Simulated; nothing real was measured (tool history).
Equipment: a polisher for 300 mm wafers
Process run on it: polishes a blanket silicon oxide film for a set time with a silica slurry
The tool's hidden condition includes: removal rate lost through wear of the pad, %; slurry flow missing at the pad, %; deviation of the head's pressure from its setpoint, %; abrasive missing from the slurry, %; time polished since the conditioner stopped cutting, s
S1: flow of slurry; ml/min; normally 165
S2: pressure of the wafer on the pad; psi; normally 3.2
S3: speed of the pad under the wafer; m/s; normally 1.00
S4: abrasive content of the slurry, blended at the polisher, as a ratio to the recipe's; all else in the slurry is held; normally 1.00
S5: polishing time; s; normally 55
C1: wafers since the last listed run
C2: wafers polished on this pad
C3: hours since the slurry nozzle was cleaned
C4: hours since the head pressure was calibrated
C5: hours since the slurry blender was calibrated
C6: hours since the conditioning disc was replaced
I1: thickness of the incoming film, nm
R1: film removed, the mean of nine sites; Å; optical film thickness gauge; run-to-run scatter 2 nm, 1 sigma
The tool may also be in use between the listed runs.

Run 1, hour 0.0: usual settings; C1 0; C2 509; C3 197.5; C4 401.4; C5 101.7; C6 323.0; I1 1358.5. Result: R1 1325 Å.
At hour 14.1: slurry blender recalibrated.
Run 2, hour 22.1: usual settings; C1 147; C2 657; C3 219.6; C4 423.5; C5 8.0; C6 345.1; I1 1352.7. Result: R1 1436 Å.
At hour 39.9: worn pad replaced by a new one.
Run 3, hour 56.1: usual settings; C1 220; C2 119; C3 253.6; C4 457.5; C5 42.0; C6 379.1; I1 1332.0. Result: R1 1386 Å.
Run 4, hour 80.5: usual settings but S4 1.10; C1 179; C2 298; C3 278.0; C4 481.9; C5 66.4; C6 403.5; I1 1351.0. Result: R1 1460 Å.
Run 5, hour 114.5: usual settings but S3 0.86 m/s, S4 0.90; C1 249; C2 548; C3 312.0; C4 515.9; C5 100.4; C6 437.5; I1 1358.0. Result: R1 1134 Å.
At hour 134.3: slurry blender recalibrated.
At hour 143.6: worn pad replaced by a new one.
Run 6, hour 167.2: usual settings but S3 0.86 m/s, S4 0.90; C1 343; C2 173; C3 364.7; C4 568.6; C5 32.9; C6 490.2; I1 1379.3. Result: R1 950 Å.
Run 7, hour 181.3: usual settings but S3 0.86 m/s, S4 0.90; C1 103; C2 276; C3 378.8; C4 582.7; C5 47.0; C6 504.3; I1 1358.6. Result: R1 943 Å.
At hour 196.2: conditioning disc replaced and pad reconditioned.
Run 8, hour 196.7: usual settings but S4 0.75; C1 98; C2 375; C3 394.2; C4 598.1; C5 62.4; C6 0.5; I1 1342.5. Result: R1 811 Å.
Run 9, hour 229.3: usual settings but S4 0.75; C1 239; C2 614; C3 426.8; C4 630.7; C5 95.0; C6 33.1; I1 1338.7. Result: R1 707 Å.
At hour 242.7: head pressure recalibrated.
Run 10, hour 243.2: usual settings but S4 0.75; C1 87; C2 702; C3 440.7; C4 0.5; C5 108.9; C6 47.0; I1 1354.9. Result: R1 654 Å.
At hour 256.7: worn pad replaced by a new one.
At hour 257.4: slurry blender recalibrated, repeated, since the last time left the tool worse.
Run 11, hour 271.7: usual settings but S2 3.8 psi; C1 174; C2 104; C3 469.2; C4 29.0; C5 14.3; C6 75.5; I1 1361.4. Result: R1 1689 Å.
At hour 294.1: slurry nozzle cleaned.
Run 12, hour 300.4: usual settings but S1 200 ml/min; C1 203; C2 308; C3 6.3; C4 57.7; C5 43.0; C6 104.2; I1 1327.3. Result: R1 1448 Å.
Run 13, hour 322.5: usual settings but S1 210 ml/min, S5 64 s; C1 162; C2 470; C3 28.4; C4 79.8; C5 65.1; C6 126.3; I1 1337.8. Result: R1 1676 Å.
At hour 349.3: worn pad replaced by a new one.
Run 14, hour 349.8: usual settings; C1 171; C2 3; C3 55.7; C4 107.1; C5 92.4; C6 153.6; I1 1347.0. Result: R1 1354 Å.
Run 15, hour 362.6: usual settings; C1 94; C2 97; C3 68.5; C4 119.9; C5 105.2; C6 166.4; I1 1372.8. Result: R1 1329 Å.
At hour 380.5: slurry blender recalibrated.
Run 16, hour 398.4: usual settings but S2 2.2 psi; C1 248; C2 346; C3 104.3; C4 155.7; C5 17.9; C6 202.2; I1 1375.5. Result: R1 1003 Å.
Run 17, hour 418.4: usual settings; C1 146; C2 492; C3 124.3; C4 175.7; C5 37.9; C6 222.2; I1 1363.3. Result: R1 1435 Å.
Run 18, hour 443.0: usual settings but S2 3.8 psi; C1 180; C2 673; C3 148.9; C4 200.3; C5 62.5; C6 246.8; I1 1356.3. Result: R1 1672 Å.
At hour 457.3: worn pad replaced by a new one.
Run 19, hour 475.9: usual settings but S1 135 ml/min, S2 3.9 psi, S3 0.86 m/s; C1 212; C2 136; C3 181.8; C4 233.2; C5 95.4; C6 279.7; I1 1374.5. Result: R1 1455 Å.
At hour 495.3: slurry blender recalibrated.
Run 20, hour 511.3: usual settings but S3 1.22 m/s; C1 245; C2 382; C3 217.2; C4 268.6; C5 16.0; C6 315.1; I1 1346.2. Result: R1 1592 Å.

Consider 3 possible next runs. They are alternatives, not a sequence: every one starts from the tool as it was left by run 20. What does each give?
Run A, hour 511.7: usual settings but S3 0.70 m/s; C1 2; C2 384; C3 217.6; C4 269.0; C5 16.4; C6 315.5; I1 1351.1. Result: R1 ?.
Run B, hour 511.7: usual settings but S1 140 ml/min, S3 1.36 m/s, S4 0.80; C1 2; C2 384; C3 217.6; C4 269.0; C5 16.4; C6 315.5; I1 1351.1. Result: R1 ?.
Run C, hour 511.7: usual settings but S1 115 ml/min, S2 3.5 psi, S3 0.70 m/s, S5 74 s; C1 2; C2 384; C3 217.6; C4 269.0; C5 16.4; C6 315.5; I1 1351.1. Result: R1 ?.

run    R1
  A  1214
  B  1370
  C  1653
Without the tool's unlogged condition, the same runs would have read:
run    R1
  A  1222
  B  1381
  C  1664
